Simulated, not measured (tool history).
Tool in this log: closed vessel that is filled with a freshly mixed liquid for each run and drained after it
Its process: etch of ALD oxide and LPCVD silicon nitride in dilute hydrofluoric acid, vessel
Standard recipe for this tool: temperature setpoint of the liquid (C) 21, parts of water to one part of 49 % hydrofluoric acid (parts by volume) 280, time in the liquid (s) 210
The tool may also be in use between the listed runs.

run     day  temperature setpoint of the liquid (C)  parts of water to one part of 49 % hydrofluoric acid (parts by volume)  time in the liquid (s)  wafers since the last listed run  hours since the thermometer was replaced  hours since the hydrofluoric acid flow meter was replaced  hours since the gauge calibration  read-back film thickness of the ALD oxide reference wafer, read on the same gauge (nm)  read-back film thickness of the LPCVD silicon nitride reference wafer, read on the same gauge (nm)  thickness taken off the ALD oxide on a monitor wafer (Å)  thickness taken off the LPCVD silicon nitride on a monitor wafer (Å)
  1       0                                      21                                                                     170                     300                                 0                                     466.7                                                      235.3                              490.3                                                                                      90                                                                                              49.985                                                     228.2                                                                  6.29
  2   2.946                                      21                                                                     170                     300                              6704                                     537.4                                                        306                                561                                                                                   89.98                                                                                               50.02                                                     230.4                                                                  5.91
  3     4.7                                      21                                                                     280                     210                              3992                                     579.5                                                      348.1                              603.1                                                                                   90.05                                                                                              50.054                                                      88.1                                                                  2.95
  4   6.738                                      21                                                                     280                     210                              4637                                     628.4                                                        397                                652                                                                                   90.03                                                                                              49.995                                                      87.7                                                                  2.68
  5   9.154                                      21                                                                     280                     210                              5499                                     686.4                                                        455                                710                                                                                   90.05                                                                                               49.98                                                      87.8                                                                   2.1
     11.446  -- hydrofluoric acid flow meter replaced
  6   11.85                                      19                                                                     280                     210                              6040                                     751.1                                                        9.7                              774.7                                                                                   89.96                                                                                              50.014                                                      80.8                                                                  2.49
  7  13.046                                      22                                                                     280                     210                              2721                                     779.8                                                       38.4                              803.4                                                                                   90.01                                                                                              50.033                                                      89.1                                                                  2.82
  8  14.958                                      21                                                                     280                     130                              4352                                     825.7                                                       84.3                              849.3                                                                                   90.01                                                                                              50.036                                                      53.5                                                                  1.53
  9  17.408                                      21                                                                     280                     210                              5575                                     884.5                                                      143.1                              908.1                                                                                   89.97                                                                                              49.989                                                      87.2                                                                  2.81
     18.171  -- gauge calibrated
 10  18.883                                      21                                                                     280                     210                              3356                                     919.9                                                      178.5                               17.1                                                                                   90.04                                                                                              50.013                                                      87.4                                                                  2.17
     20.325  -- thermometer replaced
 11  21.783                                      21                                                                     280                     210                              6505                                        35                                                      248.1                               86.7                                                                                   90.03                                                                                              49.994                                                      87.2                                                                  3.01
 12  24.275                                      21                                                                     280                     170                              5670                                      94.8                                                      307.9                              146.5                                                                                   89.96                                                                                              49.998                                                      70.9                                                                  2.11
 13  25.642                                      21                                                                     280                     170                              3110                                     127.6                                                      340.7                              179.3                                                                                   90.04                                                                                              50.001                                                      71.3                                                                  2.45
 14  26.671                                      21                                                                     280                     210                              2342                                     152.3                                                      365.4                                204                                                                                   90.03                                                                                              50.024                                                      87.9                                                                  2.67
 15  28.588                                      21                                                                     280                     120                              4362                                     198.3                                                      411.4                                250                                                                                   90.02                                                                                              49.981                                                      50.6                                                                  1.56
 16  31.288                                      21                                                                     280                     210                              6144                                     263.1                                                      476.2                              314.8                                                                                   89.97                                                                                              49.975                                                      88.2                                                                  2.39
 17  33.208                                      21                                                                     280                     105                              4371                                     309.2                                                      522.3                              360.9                                                                                   89.98                                                                                              50.026                                                      44.2                                                                   1.4
     34.183  -- hydrofluoric acid flow meter replaced
 18  35.025                                      21                                                                     280                     285                              4039                                     352.8                                                       20.2                              404.5                                                                                   90.04                                                                                              49.986                                                     117.9                                                                  3.72
 19  37.392                                    25.5                                                                     380                     305                              5386                                     409.6                                                         77                              461.3                                                                                   90.02                                                                                              50.009                                                        99                                                                  4.91
 20  39.421                                      21                                                                     235                     175                              4618                                     458.3                                                      125.7                                510                                                                                   89.98                                                                                               49.95                                                      90.1                                                                   2.9
 21   41.35                                      17                                                                     195                     180                              4390                                     504.6                                                        172                              556.3                                                                                   90.01                                                                                              49.977                                                      99.4                                                                  2.58
 22  42.838                                      21                                                                     280                     210                              3385                                     540.3                                                      207.7                                592                                                                                   89.99                                                                                              49.994                                                      87.4                                                                  2.81
 23  44.604                                    19.5                                                                     330                     325                              4020                                     582.7                                                      250.1                              634.4                                                                                   90.05                                                                                              49.979                                                     104.3                                                                  3.47
 24  46.638                                      24                                                                     395                     140                              4627                                     631.5                                                      298.9                              683.2                                                                                      90                                                                                              50.028                                                      41.1                                                                  1.53
 25  48.392                                      18                                                                     280                     210                              3992                                     673.6                                                        341                              725.3                                                                                   90.01                                                                                              49.976                                                      78.8                                                                  2.14
 26  50.488                                      21                                                                     280                     155                              4769                                     723.9                                                      391.3                              775.6                                                                                   89.99                                                                                              50.023                                                      65.1                                                                  2.31
 27  51.667                                      21                                                                     280                     210                              2683                                     752.2                                                      419.6                              803.9                                                                                      90                                                                                              49.985                                                      88.2                                                                  3.24

Below are 3 alternative next runs, each starting from the tool's condition after run 27. Predict each:
  A  51.696                                    17.5                                                                     280                     210                                66                                     752.9                                                      420.3                              804.6                                                                                       ?                                                                                                   ?                                                         ?                                                                     ?
  B  51.696                                    18.5                                                                     170                     175                                66                                     752.9                                                      420.3                              804.6                                                                                       ?                                                                                                   ?                                                         ?                                                                     ?
  C  51.696                                    18.5                                                                     150                     310                                66                                     752.9                                                      420.3                              804.6                                                                                       ?                                                                                                   ?                                                         ?                                                                     ?

run  read-back film thickness of the ALD oxide reference wafer, read on the same gauge (nm)  read-back film thickness of the LPCVD silicon nitride reference wafer, read on the same gauge (nm)  thickness taken off the ALD oxide on a monitor wafer (Å)  thickness taken off the LPCVD silicon nitride on a monitor wafer (Å)
  A                                                                                   90.03                                                                                              49.936                                                      77.4                                                                  1.79
  B                                                                                   90.03                                                                                              49.936                                                       122                                                                  2.58
  C                                                                                   90.03                                                                                              49.936                                                     249.8                                                                  5.16
Without the tool's unlogged condition, the same runs would have read:
run  thickness taken off the ALD oxide on a monitor wafer (Å)  thickness taken off the LPCVD silicon nitride on a monitor wafer (Å)
  A                                                      76.1                                                                  1.77
  B                                                     120.2                                                                  2.55
  C                                                     246.1                                                                  5.09
